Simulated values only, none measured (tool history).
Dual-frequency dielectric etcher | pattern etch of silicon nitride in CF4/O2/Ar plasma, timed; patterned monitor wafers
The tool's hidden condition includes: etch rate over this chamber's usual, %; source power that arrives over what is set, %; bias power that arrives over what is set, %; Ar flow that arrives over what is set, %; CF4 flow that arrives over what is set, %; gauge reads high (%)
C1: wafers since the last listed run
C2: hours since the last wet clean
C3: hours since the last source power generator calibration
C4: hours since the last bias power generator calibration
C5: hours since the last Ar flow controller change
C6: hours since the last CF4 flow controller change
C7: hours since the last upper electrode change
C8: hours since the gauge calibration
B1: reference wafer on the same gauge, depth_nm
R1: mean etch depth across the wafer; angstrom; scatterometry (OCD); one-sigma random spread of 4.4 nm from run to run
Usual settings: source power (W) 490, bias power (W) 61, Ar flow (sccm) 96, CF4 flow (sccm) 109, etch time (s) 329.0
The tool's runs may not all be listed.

{"run": 1, "hour": 0.0, "source power (W)": 490, "bias power (W)": 61, "Ar flow (sccm)": 81, "CF4 flow (sccm)": 109, "etch time (s)": 329.0, "C1": 0, "C2": 121.8, "C3": 2612.5, "C4": 4158.2, "C5": 1706.5, "C6": 3275.9, "C7": 3906.1, "C8": 573.2, "B1": 843.8, "R1": 7212}
{"run": 2, "hour": 75.1, "source power (W)": 490, "bias power (W)": 61, "Ar flow (sccm)": 96, "CF4 flow (sccm)": 109, "etch time (s)": 329.0, "C1": 268, "C2": 196.9, "C3": 2687.6, "C4": 4233.3, "C5": 1781.6, "C6": 3351.0, "C7": 3981.2, "C8": 648.3, "B1": 840.9, "R1": 7103}
{"hour": 183.6, "done": "wet clean of the chamber"}
{"run": 3, "hour": 184.1, "source power (W)": 490, "bias power (W)": 61, "Ar flow (sccm)": 96, "CF4 flow (sccm)": 109, "etch time (s)": 329.0, "C1": 303, "C2": 0.5, "C3": 2796.6, "C4": 4342.3, "C5": 1890.6, "C6": 3460.0, "C7": 4090.2, "C8": 757.3, "B1": 842.1, "R1": 7051}
{"run": 4, "hour": 247.6, "source power (W)": 490, "bias power (W)": 61, "Ar flow (sccm)": 96, "CF4 flow (sccm)": 109, "etch time (s)": 329.0, "C1": 226, "C2": 64.0, "C3": 2860.1, "C4": 4405.8, "C5": 1954.1, "C6": 3523.5, "C7": 4153.7, "C8": 820.8, "B1": 842.9, "R1": 7067}
{"run": 5, "hour": 354.9, "source power (W)": 490, "bias power (W)": 61, "Ar flow (sccm)": 96, "CF4 flow (sccm)": 109, "etch time (s)": 329.0, "C1": 383, "C2": 171.3, "C3": 2967.4, "C4": 4513.1, "C5": 2061.4, "C6": 3630.8, "C7": 4261.0, "C8": 928.1, "B1": 842.9, "R1": 7077}
{"run": 6, "hour": 395.3, "source power (W)": 490, "bias power (W)": 61, "Ar flow (sccm)": 96, "CF4 flow (sccm)": 109, "etch time (s)": 329.0, "C1": 144, "C2": 211.7, "C3": 3007.8, "C4": 4553.5, "C5": 2101.8, "C6": 3671.2, "C7": 4301.4, "C8": 968.5, "B1": 843.0, "R1": 7060}
{"run": 7, "hour": 460.8, "source power (W)": 490, "bias power (W)": 61, "Ar flow (sccm)": 96, "CF4 flow (sccm)": 109, "etch time (s)": 329.0, "C1": 233, "C2": 277.2, "C3": 3073.3, "C4": 4619.0, "C5": 2167.3, "C6": 3736.7, "C7": 4366.9, "C8": 1034.0, "B1": 843.2, "R1": 7020}
{"hour": 557.1, "done": "wet clean of the chamber"}
{"run": 8, "hour": 557.6, "source power (W)": 490, "bias power (W)": 61, "Ar flow (sccm)": 96, "CF4 flow (sccm)": 109, "etch time (s)": 329.0, "C1": 260, "C2": 0.5, "C3": 3170.1, "C4": 4715.8, "C5": 2264.1, "C6": 3833.5, "C7": 4463.7, "C8": 1130.8, "B1": 841.3, "R1": 6992}
{"hour": 589.6, "done": "Ar flow controller replaced"}
{"run": 9, "hour": 611.9, "source power (W)": 490, "bias power (W)": 61, "Ar flow (sccm)": 96, "CF4 flow (sccm)": 109, "etch time (s)": 329.0, "C1": 172, "C2": 54.8, "C3": 3224.4, "C4": 4770.1, "C5": 22.3, "C6": 3887.8, "C7": 4518.0, "C8": 1185.1, "B1": 842.9, "R1": 7041}
{"run": 10, "hour": 712.7, "source power (W)": 490, "bias power (W)": 61, "Ar flow (sccm)": 96, "CF4 flow (sccm)": 109, "etch time (s)": 329.0, "C1": 360, "C2": 155.6, "C3": 3325.2, "C4": 4870.9, "C5": 123.1, "C6": 3988.6, "C7": 4618.8, "C8": 1285.9, "B1": 842.3, "R1": 7034}
{"hour": 765.2, "done": "bias power generator calibrated"}
{"run": 11, "hour": 771.0, "source power (W)": 560, "bias power (W)": 61, "Ar flow (sccm)": 111, "CF4 flow (sccm)": 109, "etch time (s)": 329.0, "C1": 193, "C2": 213.9, "C3": 3383.5, "C4": 5.8, "C5": 181.4, "C6": 4046.9, "C7": 4677.1, "C8": 1344.2, "B1": 841.7, "R1": 7727}
{"hour": 848.6, "done": "upper electrode replaced"}
{"run": 12, "hour": 863.4, "source power (W)": 390, "bias power (W)": 57, "Ar flow (sccm)": 96, "CF4 flow (sccm)": 109, "etch time (s)": 355.0, "C1": 244, "C2": 306.3, "C3": 3475.9, "C4": 98.2, "C5": 273.8, "C6": 4139.3, "C7": 14.8, "C8": 1436.6, "B1": 841.8, "R1": 6196}
{"hour": 924.4, "done": "wet clean of the chamber"}
{"run": 13, "hour": 955.4, "source power (W)": 490, "bias power (W)": 61, "Ar flow (sccm)": 96, "CF4 flow (sccm)": 109, "etch time (s)": 329.0, "C1": 242, "C2": 31.0, "C3": 3567.9, "C4": 190.2, "C5": 365.8, "C6": 4231.3, "C7": 106.8, "C8": 1528.6, "B1": 843.5, "R1": 7005}
{"hour": 981.3, "done": "source power generator calibrated"}
{"hour": 989.9, "done": "gauge calibrated"}
{"run": 14, "hour": 1022.9, "source power (W)": 550, "bias power (W)": 61, "Ar flow (sccm)": 75, "CF4 flow (sccm)": 109, "etch time (s)": 356.5, "C1": 226, "C2": 98.5, "C3": 41.6, "C4": 257.7, "C5": 433.3, "C6": 4298.8, "C7": 174.3, "C8": 33.0, "B1": 842.3, "R1": 8460}
{"hour": 1080.3, "done": "CF4 flow controller replaced"}
{"run": 15, "hour": 1101.8, "source power (W)": 490, "bias power (W)": 61, "Ar flow (sccm)": 96, "CF4 flow (sccm)": 109, "etch time (s)": 329.0, "C1": 260, "C2": 177.4, "C3": 120.5, "C4": 336.6, "C5": 512.2, "C6": 21.5, "C7": 253.2, "C8": 111.9, "B1": 841.8, "R1": 7160}
{"run": 16, "hour": 1191.7, "source power (W)": 490, "bias power (W)": 61, "Ar flow (sccm)": 109, "CF4 flow (sccm)": 109, "etch time (s)": 329.0, "C1": 321, "C2": 267.3, "C3": 210.4, "C4": 426.5, "C5": 602.1, "C6": 111.4, "C7": 343.1, "C8": 201.8, "B1": 842.6, "R1": 7001}
{"run": 17, "hour": 1232.3, "source power (W)": 490, "bias power (W)": 61, "Ar flow (sccm)": 96, "CF4 flow (sccm)": 109, "etch time (s)": 329.0, "C1": 145, "C2": 307.9, "C3": 251.0, "C4": 467.1, "C5": 642.7, "C6": 152.0, "C7": 383.7, "C8": 242.4, "B1": 842.3, "R1": 7079}
{"hour": 1321.7, "done": "wet clean of the chamber"}
{"run": 18, "hour": 1322.2, "source power (W)": 490, "bias power (W)": 66, "Ar flow (sccm)": 96, "CF4 flow (sccm)": 109, "etch time (s)": 329.0, "C1": 235, "C2": 0.5, "C3": 340.9, "C4": 557.0, "C5": 732.6, "C6": 241.9, "C7": 473.6, "C8": 332.3, "B1": 841.6, "R1": 7360}
{"run": 19, "hour": 1398.6, "source power (W)": 540, "bias power (W)": 66, "Ar flow (sccm)": 102, "CF4 flow (sccm)": 109, "etch time (s)": 426.5, "C1": 272, "C2": 76.9, "C3": 417.3, "C4": 633.4, "C5": 809.0, "C6": 318.3, "C7": 550.0, "C8": 408.7, "B1": 841.1, "R1": 10203}
{"run": 20, "hour": 1503.0, "source power (W)": 490, "bias power (W)": 61, "Ar flow (sccm)": 120, "CF4 flow (sccm)": 109, "etch time (s)": 329.0, "C1": 372, "C2": 181.3, "C3": 521.7, "C4": 737.8, "C5": 913.4, "C6": 422.7, "C7": 654.4, "C8": 513.1, "B1": 842.8, "R1": 6944}
{"run": 21, "hour": 1549.9, "source power (W)": 420, "bias power (W)": 56, "Ar flow (sccm)": 96, "CF4 flow (sccm)": 109, "etch time (s)": 401.0, "C1": 167, "C2": 228.2, "C3": 568.6, "C4": 784.7, "C5": 960.3, "C6": 469.6, "C7": 701.3, "C8": 560.0, "B1": 841.5, "R1": 7424}

Hidden state at the last listed run before each entry between runs and at the first one after, where it differs:
After run 2, before run 3: wet clean of the chamber (hour 183.6)
  no hidden state differs between the two runs
After run 7, before run 8: wet clean of the chamber (hour 557.1)
  no hidden state differs between the two runs
After run 8, before run 9: Ar flow controller replaced (hour 589.6)
  no hidden state differs between the two runs
After run 10, before run 11: bias power generator calibrated (hour 765.2)
  no hidden state differs between the two runs
After run 11, before run 12: upper electrode replaced (hour 848.6)
  no hidden state differs between the two runs
After run 12, before run 13: wet clean of the chamber (hour 924.4)
  no hidden state differs between the two runs
After run 13, before run 14: source power generator calibrated (hour 981.3); gauge calibrated (hour 989.9)
  no hidden state differs between the two runs
After run 14, before run 15: CF4 flow controller replaced (hour 1080.3)
  no hidden state differs between the two runs
After run 17, before run 18: wet clean of the chamber (hour 1321.7)
  no hidden state differs between the two runs
